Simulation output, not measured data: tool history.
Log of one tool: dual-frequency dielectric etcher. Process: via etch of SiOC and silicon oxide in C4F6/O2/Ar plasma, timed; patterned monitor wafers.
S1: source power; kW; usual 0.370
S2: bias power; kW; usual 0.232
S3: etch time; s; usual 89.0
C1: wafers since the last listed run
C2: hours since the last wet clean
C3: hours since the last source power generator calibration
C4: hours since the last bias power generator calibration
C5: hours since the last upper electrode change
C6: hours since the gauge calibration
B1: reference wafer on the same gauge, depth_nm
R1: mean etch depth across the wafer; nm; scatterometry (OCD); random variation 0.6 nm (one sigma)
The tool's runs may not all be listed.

run	day	S1	S2	S3	C1	C2	C3	C4	C5	C6	B1	R1
1	0.000	0.420	0.232	89.0	0	533.8	4786.5	1185.4	3333.6	71.2	106.1	106.5
2	0.671	0.310	0.232	89.0	193	549.9	4802.6	1201.5	3349.7	87.3	105.7	92.6
3	1.233	0.310	0.232	89.0	162	563.4	4816.1	1215.0	3363.2	100.8	105.8	92.7
4	1.571	0.310	0.232	89.0	97	571.5	4824.2	1223.1	3371.3	108.9	105.9	92.2
5	2.133	0.370	0.232	89.0	162	585.0	4837.7	1236.6	3384.8	122.4	106.1	101.1
6	2.542	0.370	0.232	89.0	118	594.8	4847.5	1246.4	3394.6	132.2	106.0	99.9
7	3.288	0.370	0.232	89.0	215	612.7	4865.4	1264.3	3412.5	150.1	105.6	100.3
# day 4.612: wet clean of the chamber
# day 4.942: upper electrode replaced
8	4.962	0.370	0.232	89.0	100	8.4	4905.6	1304.5	0.5	190.3	106.0	95.5
9	4.975	0.370	0.232	89.0	3	8.7	4905.9	1304.8	0.8	190.6	106.0	97.1
10	4.988	0.370	0.232	89.0	3	9.0	4906.2	1305.1	1.1	190.9	105.9	96.6
11	5.138	0.370	0.232	89.0	43	12.6	4909.8	1308.7	4.7	194.5	106.1	96.5
12	5.462	0.370	0.195	89.0	93	20.4	4917.6	1316.5	12.5	202.3	105.7	91.5
# day 5.608: gauge calibrated
13	5.871	0.370	0.195	89.0	118	30.2	4927.4	1326.3	22.3	6.3	106.0	93.6
# day 6.179: source power generator calibrated
# day 7.096: wet clean of the chamber, repeated, since the last time left the tool worse
14	7.117	0.370	0.232	89.0	46	0.5	22.5	1356.2	52.2	36.2	106.0	101.9
15	7.133	0.420	0.190	105.0	4	0.9	22.9	1356.6	52.6	36.6	106.0	122.3
16	7.521	0.370	0.232	110.5	112	10.2	32.2	1365.9	61.9	45.9	105.7	128.2
17	7.958	0.400	0.252	102.0	126	20.7	42.7	1376.4	72.4	56.4	106.1	124.6
18	8.404	0.290	0.196	108.0	128	31.4	53.4	1387.1	83.1	67.1	105.8	105.4
19	8.946	0.370	0.232	89.0	156	44.4	66.4	1400.1	96.1	80.1	105.9	102.8
20	9.258	0.370	0.232	89.0	90	51.9	73.9	1407.6	103.6	87.6	106.3	102.6
21	9.888	0.370	0.189	89.0	181	67.0	89.0	1422.7	118.7	102.7	106.0	98.0
# day 10.254: bias power generator calibrated
22	10.271	0.420	0.272	114.5	62	76.2	98.2	0.4	127.9	111.9	105.9	145.7
23	10.592	0.370	0.232	89.0	92	83.9	105.9	8.1	135.6	119.6	106.1	103.8
24	11.012	0.370	0.232	89.0	121	94.0	116.0	18.2	145.7	129.7	105.7	103.9
25	11.554	0.310	0.232	100.0	156	107.0	129.0	31.2	158.7	142.7	106.2	105.2
26	11.883	0.310	0.232	89.0	95	114.9	136.9	39.1	166.6	150.6	105.9	94.3
27	12.379	0.430	0.232	89.0	143	126.8	148.8	51.0	178.5	162.5	106.0	108.2
28	12.933	0.280	0.289	89.0	160	140.1	162.1	64.3	191.8	175.8	105.9	95.8

3 ways to go on from here, each from the tool as it stands after run 28. What would each give?
A	12.950	0.370	0.232	89.0	4	140.5	162.5	64.7	192.2	176.2	?	?
B	12.950	0.410	0.205	89.0	4	140.5	162.5	64.7	192.2	176.2	?	?
C	12.950	0.320	0.232	89.0	4	140.5	162.5	64.7	192.2	176.2	?	?

run	B1	R1
A	106.0	101.8
B	106.0	103.1
C	106.0	95.2
Without the tool's hidden state the same runs would have given:
run	R1
A	103.0
B	104.3
C	96.3
